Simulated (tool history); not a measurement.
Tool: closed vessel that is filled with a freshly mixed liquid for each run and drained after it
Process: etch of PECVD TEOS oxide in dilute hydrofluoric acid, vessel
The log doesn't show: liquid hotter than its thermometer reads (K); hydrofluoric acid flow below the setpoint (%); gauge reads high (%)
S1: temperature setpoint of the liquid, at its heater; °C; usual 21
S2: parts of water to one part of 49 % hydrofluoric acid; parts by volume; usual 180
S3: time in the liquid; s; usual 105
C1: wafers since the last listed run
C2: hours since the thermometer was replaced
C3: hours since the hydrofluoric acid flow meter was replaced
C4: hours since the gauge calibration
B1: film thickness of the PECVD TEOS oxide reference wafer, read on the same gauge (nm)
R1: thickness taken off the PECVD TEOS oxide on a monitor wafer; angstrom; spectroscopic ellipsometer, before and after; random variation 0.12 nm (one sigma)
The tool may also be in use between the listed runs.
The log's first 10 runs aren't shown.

run 11 hour=300.6 | S1=21 S2=180 S3=105 | C1=1679 C2=1505.2 C3=2450.1 C4=386.2 | B1=70 | R1=114.5
run 12 hour=328.8 | S1=21 S2=180 S3=105 | C1=2380 C2=1533.4 C3=2478.3 C4=414.4 | B1=70.02 | R1=114.5
run 13 hour=363.7 | S1=21 S2=180 S3=105 | C1=2945 C2=1568.3 C3=2513.2 C4=449.3 | B1=70 | R1=113.9
-- hour=388.9 hydrofluoric acid flow meter replaced
run 14 hour=391.4 | S1=21 S2=180 S3=105 | C1=2253 C2=1596 C3=2.5 C4=477 | B1=69.97 | R1=130.5
run 15 hour=417.9 | S1=21 S2=180 S3=105 | C1=2236 C2=1622.5 C3=29 C4=503.5 | B1=69.98 | R1=128.6
run 16 hour=432.9 | S1=21 S2=180 S3=165 | C1=1266 C2=1637.5 C3=44 C4=518.5 | B1=69.98 | R1=202.9
-- hour=438.1 gauge calibrated
run 17 hour=454.6 | S1=21 S2=180 S3=155 | C1=1831 C2=1659.2 C3=65.7 C4=16.5 | B1=69.97 | R1=191.9
run 18 hour=476.1 | S1=21 S2=235 S3=105 | C1=1814 C2=1680.7 C3=87.2 C4=38 | B1=70.02 | R1=94.5
run 19 hour=503.7 | S1=18.5 S2=225 S3=105 | C1=2329 C2=1708.3 C3=114.8 C4=65.6 | B1=70.01 | R1=89.3
-- hour=510.8 thermometer replaced
run 20 hour=535.1 | S1=25 S2=180 S3=105 | C1=2565 C2=24.3 C3=146.2 C4=97 | B1=69.98 | R1=150.7
run 21 hour=567.2 | S1=21 S2=95 S3=150 | C1=2709 C2=56.4 C3=178.3 C4=129.1 | B1=69.99 | R1=386.3
run 22 hour=594.8 | S1=23 S2=180 S3=105 | C1=2329 C2=84 C3=205.9 C4=156.7 | B1=69.99 | R1=137.5
run 23 hour=618.8 | S1=17.5 S2=130 S3=55 | C1=2025 C2=108 C3=229.9 C4=180.7 | B1=70.02 | R1=85.1
run 24 hour=650.1 | S1=21 S2=155 S3=150 | C1=2641 C2=139.3 C3=261.2 C4=212 | B1=70.05 | R1=218.2
run 25 hour=679.2 | S1=25 S2=180 S3=105 | C1=2456 C2=168.4 C3=290.3 C4=241.1 | B1=70.02 | R1=149.3
run 26 hour=711.9 | S1=21 S2=180 S3=105 | C1=2760 C2=201.1 C3=323 C4=273.8 | B1=69.98 | R1=127.7
run 27 hour=732.9 | S1=18.5 S2=225 S3=105 | C1=1772 C2=222.1 C3=344 C4=294.8 | B1=70.05 | R1=88.6
run 28 hour=762 | S1=25.5 S2=180 S3=75 | C1=2456 C2=251.2 C3=373.1 C4=323.9 | B1=70.01 | R1=106.7
run 29 hour=788.8 | S1=18.5 S2=225 S3=105 | C1=2262 C2=278 C3=399.9 C4=350.7 | B1=69.98 | R1=87.3
run 30 hour=802.5 | S1=21 S2=180 S3=105 | C1=1156 C2=291.7 C3=413.6 C4=364.4 | B1=70 | R1=125.7
run 31 hour=837.5 | S1=24.5 S2=180 S3=105 | C1=2954 C2=326.7 C3=448.6 C4=399.4 | B1=70 | R1=146

Forecast each of these 5 alternatives for the next run:
run A hour=838.2 | S1=23.5 S2=180 S3=105 | C1=59 C2=327.4 C3=449.3 C4=400.1 | B1=? | R1=?
run B hour=838.2 | S1=17 S2=150 S3=105 | C1=59 C2=327.4 C3=449.3 C4=400.1 | B1=? | R1=?
run C hour=838.2 | S1=17.5 S2=245 S3=155 | C1=59 C2=327.4 C3=449.3 C4=400.1 | B1=? | R1=?
run D hour=838.2 | S1=21 S2=110 S3=105 | C1=59 C2=327.4 C3=449.3 C4=400.1 | B1=? | R1=?
run E hour=838.2 | S1=17.5 S2=240 S3=105 | C1=59 C2=327.4 C3=449.3 C4=400.1 | B1=? | R1=?

run=A B1=70.01 R1=139.5
run=B B1=70.01 R1=134
run=C B1=70.01 R1=112.8
run=D B1=70.01 R1=224.4
run=E B1=70.01 R1=78.3
Without the tool's hidden state the same runs would have given:
run=A R1=146.9
run=B R1=140.7
run=C R1=118.8
run=D R1=235.5
run=E R1=82.6

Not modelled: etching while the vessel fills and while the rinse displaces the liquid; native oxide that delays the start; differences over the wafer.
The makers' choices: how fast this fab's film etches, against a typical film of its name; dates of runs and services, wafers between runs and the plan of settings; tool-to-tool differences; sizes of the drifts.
